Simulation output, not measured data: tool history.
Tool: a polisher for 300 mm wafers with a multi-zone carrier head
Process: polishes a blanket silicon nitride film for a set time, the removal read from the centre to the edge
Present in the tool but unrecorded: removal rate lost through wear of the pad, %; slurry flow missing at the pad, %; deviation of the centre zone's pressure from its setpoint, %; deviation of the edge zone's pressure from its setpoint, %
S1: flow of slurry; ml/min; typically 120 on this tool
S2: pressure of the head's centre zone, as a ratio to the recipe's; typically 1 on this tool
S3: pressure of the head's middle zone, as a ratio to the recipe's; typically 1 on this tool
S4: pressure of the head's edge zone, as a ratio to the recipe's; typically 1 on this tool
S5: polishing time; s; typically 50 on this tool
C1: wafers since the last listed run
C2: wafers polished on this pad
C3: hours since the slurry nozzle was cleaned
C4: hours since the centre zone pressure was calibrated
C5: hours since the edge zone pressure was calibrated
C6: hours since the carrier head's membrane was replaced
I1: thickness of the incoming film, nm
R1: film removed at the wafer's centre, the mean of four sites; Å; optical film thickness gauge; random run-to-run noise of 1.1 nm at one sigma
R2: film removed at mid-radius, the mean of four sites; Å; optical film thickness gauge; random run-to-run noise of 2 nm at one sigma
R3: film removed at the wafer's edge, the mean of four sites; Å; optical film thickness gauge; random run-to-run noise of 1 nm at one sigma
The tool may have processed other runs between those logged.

run    hour   S1    S2    S3    S4  S5    C1    C2     C3      C4      C5      C6     I1    R1    R2    R3
  1       0  120     1     1  0.97  50     0  2681  522.1   854.4     307    51.5  646.4  1563  1650  1629
  2    68.8  120     1     1  1.05  42   685  3367  590.9   923.2   375.8   120.3  645.9  1286  1355  1419
      141.2  -- slurry nozzle cleaned
  3   149.4  120     1     1  1.05  42   793  4160    8.2  1003.8   456.4   200.9  638.7  1274  1352  1417
      160.9  -- centre zone pressure recalibrated
  4   237.5  120     1     1  1.05  42   858  5019   96.3    76.6   544.5     289  653.2  1340  1350  1432
  5   314.4  135     1     1     1  50   766  5785  173.2   153.5   621.4   365.9    648  1632  1628  1633
      349.2  -- worn pad replaced by a new one
  6   400.1  120     1  0.91     1  50   814   507  258.9   239.2   707.1   451.6  646.9  1650  1539  1666
  7     495  120  1.11  0.93     1  50   946  1453  353.8   334.1     802   546.5  646.3  1802  1524  1667
  8   598.9  120     1     1  0.95  50  1035  2489  457.7     438   905.9   650.4  656.3  1593  1568  1616
  9   672.6  120  0.95     1     1  50   734  3224  531.4   511.7   979.6   724.1  651.8  1516  1606  1648
 10   735.9  120     1     1     1  50   631  3855  594.7     575  1042.9   787.4  649.4  1599  1635  1652
      783.9  -- slurry nozzle cleaned
 11     820  155     1     1     1  65   828  4683   36.1   659.1    1127   871.5  641.9  2135  2178  2189
 12     881  120     1     1     1  65   608  5291   97.1   720.1    1188   932.5  649.7  2048  2105  2131
 13   956.9  120     1     1     1  50   756  6048    173     796  1263.9  1008.4  652.3  1541  1611  1634
      973.3  -- worn pad replaced by a new one
        980  -- centre zone pressure recalibrated
 14  1051.6   90     1  0.94     1  50   884   760  267.7    71.6  1358.6  1103.1  659.8  1511  1452  1609
     1089.4  -- edge zone pressure recalibrated
 15    1316  145     1     1   0.9  50  2616  3376  532.1     336   226.6  1367.5  636.7  1691  1655  1605
 16  1406.4   95     1     1  0.94  50   901  4277  622.5   426.4     317  1457.9  657.1  1514  1528  1534
     1459.1  -- carrier head's membrane replaced by a new one
 17  1468.4  120     1     1  1.08  50   568  4846  684.5   488.4     379     9.3  642.8  1594  1586  1713
     1477.1  -- slurry nozzle cleaned
     1551.2  -- worn pad replaced by a new one
 18  1551.7   80  0.89     1  0.92  50   780     4   74.6   571.7   462.3    92.6    654  1287  1456  1509
 19  1590.5  120  1.07     1     1  50   386   391  113.4   610.5   501.1   131.4  653.6  1712  1616  1656
 20  1676.5  120     1     1     1  50   857  1248  199.4   696.5   587.1   217.4  651.3  1602  1635  1649
 21  1766.3  120     1   1.1  1.12  61   895  2144  289.2   786.3   676.9   307.2  645.3  1913  2202  2142
 22    1835  135  0.96     1     1  50   684  2829  357.9     855   745.6   375.9  648.3  1539  1625  1684
 23  1919.6   85  0.94  1.07     1  43   843  3672  442.5   939.6   830.2   460.5  647.8  1148  1355  1339

A few steps of R1 between consecutive runs. Split each: what settings, incoming material and random variation would produce without the hidden state, and what is left over for the hidden state, along with gauge scatter present in only one of the two compared results (measured, and without hidden state):
Run 3 -> 4: centre zone pressure recalibrated. R1 +66 Å: hidden state +60, all else +6.
Run 10 -> 11: S1 120 -> 155, S5 50 -> 65, slurry nozzle cleaned. R1 +536 Å: hidden state -38, all else +574.
Run 12 -> 13: S5 65 -> 50. R1 -507 Å: hidden state +11, all else -518.
Run 13 -> 14: S1 120 -> 90, S3 1 -> 0.94, worn pad replaced by a new one, centre zone pressure recalibrated. R1 -30 Å: hidden state +87, all else -117.
